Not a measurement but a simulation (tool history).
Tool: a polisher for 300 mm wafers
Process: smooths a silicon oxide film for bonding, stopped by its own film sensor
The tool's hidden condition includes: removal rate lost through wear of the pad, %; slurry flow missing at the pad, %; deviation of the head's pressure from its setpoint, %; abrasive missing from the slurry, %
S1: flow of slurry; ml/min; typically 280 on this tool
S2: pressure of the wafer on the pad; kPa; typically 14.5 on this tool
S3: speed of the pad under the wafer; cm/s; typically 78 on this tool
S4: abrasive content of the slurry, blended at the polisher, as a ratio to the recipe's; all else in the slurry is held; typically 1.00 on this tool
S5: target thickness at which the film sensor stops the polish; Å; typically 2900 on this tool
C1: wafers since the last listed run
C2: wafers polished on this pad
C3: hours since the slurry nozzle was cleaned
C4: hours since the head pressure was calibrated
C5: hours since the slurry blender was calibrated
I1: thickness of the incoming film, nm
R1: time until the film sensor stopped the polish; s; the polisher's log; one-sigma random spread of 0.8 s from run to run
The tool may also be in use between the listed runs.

run,hour,S1,S2,S3,S4,S5,C1,C2,C3,C4,C5,I1,R1
1,0.0,235,14.5,78,1.00,2900,0,153,237.9,377.7,99.2,344.0,91.4
# hour 6.1: slurry nozzle cleaned
2,39.0,235,14.5,78,1.00,2900,234,387,32.9,416.7,138.2,338.3,82.6
3,45.1,280,14.5,78,1.00,2900,37,425,39.0,422.8,144.3,336.9,77.9
# hour 52.1: worn pad replaced by a new one, repeated, since the last time left the tool worse
4,61.2,280,14.5,78,1.00,2900,74,56,55.1,438.9,160.4,340.5,72.8
5,77.8,280,14.5,78,1.00,2900,102,158,71.7,455.5,177.0,339.2,73.6
6,91.2,280,14.5,78,1.00,2900,82,241,85.1,468.9,190.4,339.4,73.8
# hour 99.1: slurry blender recalibrated
7,105.9,280,14.5,78,1.00,2900,78,319,99.8,483.6,6.8,334.1,66.8
8,117.9,280,14.5,78,1.00,2900,73,393,111.8,495.6,18.8,339.2,75.0
9,132.7,280,14.5,78,1.00,2900,91,484,126.6,510.4,33.6,341.5,77.7
10,146.8,280,15.2,78,1.00,2900,86,571,140.7,524.5,47.7,341.3,73.7
11,157.1,280,14.5,78,1.00,2900,63,635,151.0,534.8,58.0,336.2,70.2
12,164.7,330,14.5,86,0.85,2800,46,682,158.6,542.4,65.6,340.5,94.3
13,181.7,375,14.5,86,1.20,2900,104,786,175.6,559.4,82.6,336.5,60.5
14,193.4,280,17.2,78,1.00,2900,72,859,187.3,571.1,94.3,339.2,62.1
15,204.1,280,14.5,52,1.00,2900,65,925,198.0,581.8,105.0,335.4,87.5
16,216.8,250,17.9,90,1.00,2900,78,1003,210.7,594.5,117.7,342.8,60.2
# hour 224.4: head pressure recalibrated
17,227.8,240,10.3,78,1.15,2900,55,1058,221.7,3.4,128.7,336.1,91.9
# hour 230.1: slurry nozzle cleaned
18,244.3,280,14.5,86,1.00,2900,95,1154,14.2,19.9,145.2,343.1,76.9
# hour 251.7: worn pad replaced by a new one
19,262.0,280,14.5,78,0.90,2900,84,63,31.9,37.6,162.9,345.4,86.2
# hour 276.5: slurry blender recalibrated
20,278.1,225,14.5,58,1.00,2900,86,150,48.0,53.7,1.6,340.1,91.2
21,284.9,330,14.5,86,0.85,2800,41,192,54.8,60.5,8.4,342.6,93.4
22,300.8,280,14.5,78,1.00,2900,98,290,70.7,76.4,24.3,335.8,70.4
23,314.8,280,14.5,78,1.00,2900,86,376,84.7,90.4,38.3,346.7,87.2
24,326.5,280,14.5,54,0.75,2760,72,448,96.4,102.1,50.0,341.3,142.8
25,342.0,280,15.2,78,1.00,2900,95,544,111.9,117.6,65.5,340.7,73.1
26,352.3,230,17.9,78,1.20,3070,63,607,122.2,127.9,75.8,334.9,32.5
27,359.0,220,14.5,66,1.20,2900,41,649,128.9,134.6,82.5,334.9,72.9
28,368.3,280,14.5,90,1.00,2900,57,706,138.2,143.9,91.8,342.9,74.8
29,377.4,280,14.5,78,1.00,2900,56,762,147.3,153.0,100.9,342.9,81.7

Alternative continuations, all from the tool just after run 29; predict every row:
A,377.8,280,11.0,78,1.00,2900,2,764,147.7,153.4,101.3,343.0,?
B,377.8,355,14.5,78,1.10,2900,2,764,147.7,153.4,101.3,343.0,?
C,377.8,280,14.5,78,1.00,3020,2,764,147.7,153.4,101.3,343.0,?
D,377.8,280,15.9,78,1.00,2900,2,764,147.7,153.4,101.3,343.0,?
E,377.8,255,14.5,78,1.00,2900,2,764,147.7,153.4,101.3,343.0,?

run,R1
A,106.8
B,76.7
C,63.3
D,74.9
E,82.6
Without the tool's hidden state the same runs would have given:
run,R1
A,99.2
B,71.2
C,58.8
D,69.6
E,76.7
